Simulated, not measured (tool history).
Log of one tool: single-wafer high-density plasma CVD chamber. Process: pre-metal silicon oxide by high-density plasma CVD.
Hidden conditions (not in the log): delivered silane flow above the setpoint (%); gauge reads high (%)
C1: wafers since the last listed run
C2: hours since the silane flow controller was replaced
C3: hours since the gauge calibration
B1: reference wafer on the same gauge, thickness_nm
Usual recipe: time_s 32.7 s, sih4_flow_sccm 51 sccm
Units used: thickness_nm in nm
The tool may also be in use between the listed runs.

{"run": 1, "hour": 0.0, "time_s": 28.8, "sih4_flow_sccm": 47, "C1": 0, "C2": 3444.8, "C3": 151.8, "B1": 159.08, "thickness_nm": 116.893}
{"run": 2, "hour": 14.3, "time_s": 32.7, "sih4_flow_sccm": 56, "C1": 212, "C2": 3459.1, "C3": 166.1, "B1": 159.004, "thickness_nm": 150.832}
{"run": 3, "hour": 27.4, "time_s": 32.7, "sih4_flow_sccm": 56, "C1": 194, "C2": 3472.2, "C3": 179.2, "B1": 159.004, "thickness_nm": 151.416}
{"run": 4, "hour": 38.5, "time_s": 32.7, "sih4_flow_sccm": 56, "C1": 164, "C2": 3483.3, "C3": 190.3, "B1": 158.981, "thickness_nm": 150.861}
{"run": 5, "hour": 54.9, "time_s": 32.7, "sih4_flow_sccm": 51, "C1": 243, "C2": 3499.7, "C3": 206.7, "B1": 158.929, "thickness_nm": 140.509}
{"run": 6, "hour": 68.7, "time_s": 32.7, "sih4_flow_sccm": 51, "C1": 204, "C2": 3513.5, "C3": 220.5, "B1": 159.008, "thickness_nm": 140.738}
{"run": 7, "hour": 78.5, "time_s": 37.8, "sih4_flow_sccm": 59, "C1": 145, "C2": 3523.3, "C3": 230.3, "B1": 158.971, "thickness_nm": 181.269}
{"run": 8, "hour": 89.6, "time_s": 37.8, "sih4_flow_sccm": 59, "C1": 164, "C2": 3534.4, "C3": 241.4, "B1": 158.994, "thickness_nm": 181.272}
{"run": 9, "hour": 135.9, "time_s": 30.7, "sih4_flow_sccm": 51, "C1": 687, "C2": 3580.7, "C3": 287.7, "B1": 159.022, "thickness_nm": 132.222}
{"run": 10, "hour": 144.6, "time_s": 30.7, "sih4_flow_sccm": 51, "C1": 129, "C2": 3589.4, "C3": 296.4, "B1": 159.086, "thickness_nm": 132.21}
{"run": 11, "hour": 155.1, "time_s": 32.7, "sih4_flow_sccm": 51, "C1": 155, "C2": 3599.9, "C3": 306.9, "B1": 158.942, "thickness_nm": 140.812}
{"run": 12, "hour": 170.3, "time_s": 29.9, "sih4_flow_sccm": 51, "C1": 225, "C2": 3615.1, "C3": 322.1, "B1": 159.109, "thickness_nm": 128.686}
{"run": 13, "hour": 180.1, "time_s": 29.9, "sih4_flow_sccm": 51, "C1": 145, "C2": 3624.9, "C3": 331.9, "B1": 159.034, "thickness_nm": 129.008}
{"run": 14, "hour": 197.9, "time_s": 32.7, "sih4_flow_sccm": 51, "C1": 264, "C2": 3642.7, "C3": 349.7, "B1": 159.004, "thickness_nm": 140.491}
{"run": 15, "hour": 209.8, "time_s": 32.7, "sih4_flow_sccm": 51, "C1": 176, "C2": 3654.6, "C3": 361.6, "B1": 159.085, "thickness_nm": 141.125}
{"run": 16, "hour": 223.6, "time_s": 32.7, "sih4_flow_sccm": 55, "C1": 204, "C2": 3668.4, "C3": 375.4, "B1": 159.115, "thickness_nm": 148.745}
{"hour": 226.9, "done": "gauge calibrated"}
{"run": 17, "hour": 240.9, "time_s": 32.7, "sih4_flow_sccm": 55, "C1": 256, "C2": 3685.7, "C3": 14, "B1": 158.948, "thickness_nm": 148.523}
{"run": 18, "hour": 247.2, "time_s": 32.7, "sih4_flow_sccm": 51, "C1": 93, "C2": 3692, "C3": 20.3, "B1": 159.037, "thickness_nm": 140.678}
{"run": 19, "hour": 257.8, "time_s": 38.3, "sih4_flow_sccm": 55, "C1": 157, "C2": 3702.6, "C3": 30.9, "B1": 158.915, "thickness_nm": 174.308}

Run 20 has not been measured yet. What should we expect?
{"run": 20, "hour": 270.6, "time_s": 28.8, "sih4_flow_sccm": 48, "C1": 190, "C2": 3715.4, "C3": 43.7, "B1": "?", "thickness_nm": "?"}

B1: 158.954
thickness_nm: 118.635 nm
Had the tool carried no hidden state, the very same run would have given thickness_nm 123.679 nm.
